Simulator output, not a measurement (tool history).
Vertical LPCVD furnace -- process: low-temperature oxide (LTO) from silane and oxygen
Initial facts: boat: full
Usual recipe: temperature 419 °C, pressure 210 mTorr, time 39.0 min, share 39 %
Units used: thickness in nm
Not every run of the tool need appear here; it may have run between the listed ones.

run,hour,temperature,pressure,time,share,wafers since the last listed run,hours since the last temperature calibration,hours since the pressure gauge was zeroed,hours since the silane flow controller was replaced,hours since the gauge calibration,"read-back reference wafer on the same gauge, thickness",thickness
1,0.0,419,210,39.0,39,0,2042.1,2280.7,3600.0,184.5,421.86,405.34
2,53.1,419,210,49.0,39,796,2095.2,2333.8,3653.1,237.6,422.07,502.44
3,103.8,419,210,49.0,39,760,2145.9,2384.5,3703.8,288.3,422.61,507.19
4,136.7,419,200,39.0,39,493,2178.8,2417.4,3736.7,321.2,421.57,383.18
5,205.0,419,200,39.0,39,1024,2247.1,2485.7,3805.0,389.5,422.57,381.77
6,265.0,412,210,39.0,39,900,2307.1,2545.7,3865.0,449.5,421.63,372.77
7,310.7,419,210,39.0,39,685,2352.8,2591.4,3910.7,495.2,420.92,406.11
8,359.3,419,210,39.0,39,729,2401.4,2640.0,3959.3,543.8,422.28,402.49
9,419.7,419,210,39.0,39,906,2461.8,2700.4,4019.7,604.2,421.72,403.01
# hour 467.9: silane flow controller replaced
10,515.0,419,210,39.0,39,1069,2557.1,2795.7,47.1,699.5,422.25,420.37
# hour 551.6: pressure gauge zeroed
11,552.1,419,210,39.0,39,196,2594.2,0.5,84.2,736.6,422.01,398.57
12,633.7,419,210,39.0,39,1224,2675.8,82.1,165.8,818.2,422.09,396.56
13,687.6,419,210,39.0,39,808,2729.7,136.0,219.7,872.1,422.08,398.70
14,722.6,419,210,39.0,39,525,2764.7,171.0,254.7,907.1,421.80,398.05
15,764.4,419,210,39.0,39,627,2806.5,212.8,296.5,948.9,421.81,397.66
16,806.5,419,260,39.0,43,631,2848.6,254.9,338.6,991.0,422.28,546.26
17,870.6,419,210,39.0,45,961,2912.7,319.0,402.7,1055.1,422.71,462.03
18,899.3,419,210,39.0,37,430,2941.4,347.7,431.4,1083.8,421.59,374.47
# hour 938.7: thermocouples replaced and temperature profile calibrated
19,953.8,426,185,54.0,44,457,15.1,402.2,485.9,1138.3,421.91,590.63
20,1007.4,419,210,33.5,39,804,68.7,455.8,539.5,1191.9,421.53,341.63
21,1052.5,419,210,39.0,39,676,113.8,500.9,584.6,1237.0,421.84,400.05
# hour 1056.1: gauge calibrated
22,1081.0,412,230,49.5,44,427,142.3,529.4,613.1,24.9,422.34,589.95
23,1122.4,419,260,29.0,42,621,183.7,570.8,654.5,66.3,422.28,398.58
24,1169.3,407,185,39.0,45,703,230.6,617.7,701.4,113.2,421.70,363.76
25,1199.0,419,210,39.0,39,445,260.3,647.4,731.1,142.9,421.64,400.49
26,1349.4,423,210,39.0,33,2256,410.7,797.8,881.5,293.3,422.08,337.32
27,1413.7,419,210,39.0,39,964,475.0,862.1,945.8,357.6,422.51,397.67
28,1447.8,410,210,39.0,39,511,509.1,896.2,979.9,391.7,421.49,362.91
29,1492.1,428,255,50.0,44,664,553.4,940.5,1024.2,436.0,422.42,769.21
30,1547.9,419,210,39.0,39,837,609.2,996.3,1080.0,491.8,421.72,399.12
31,1576.5,419,210,39.0,39,429,637.8,1024.9,1108.6,520.4,421.31,398.95

Describe how what the log doesn't record of the tool's condition differs between the last listed run preceding each entry between runs and the first listed run following it.
From run 9 to run 10: silane flow controller replaced (hour 467.9)
  true pressure minus gauge reading, mTorr: 12.6 -> 13; deviation of the silane flow from its setpoint, %: -6.38 -> -0.79
  what was measured, less what the result would be without the hidden state, thickness: +4.04 -> +22.18 nm
From run 10 to run 11: pressure gauge zeroed (hour 551.6)
  true pressure minus gauge reading, mTorr: 13 -> 0.219; deviation of the silane flow from its setpoint, %: -0.79 -> -0.852
  what was measured, less what the result would be without the hidden state, thickness: +22.18 -> -2.01 nm
From run 18 to run 19: thermocouples replaced and temperature profile calibrated (hour 938.7)
  true pressure minus gauge reading, mTorr: 1.52 -> 1.72; deviation of the silane flow from its setpoint, %: -1.43 -> -1.52
  what was measured, less what the result would be without the hidden state, thickness: -1.49 -> +0.51 nm
From run 21 to run 22: gauge calibrated (hour 1056.1)
  true pressure minus gauge reading, mTorr: 2.09 -> 2.19; deviation of the silane flow from its setpoint, %: -1.69 -> -1.74
  what was measured, less what the result would be without the hidden state, thickness: -0.90 -> -0.33 nm
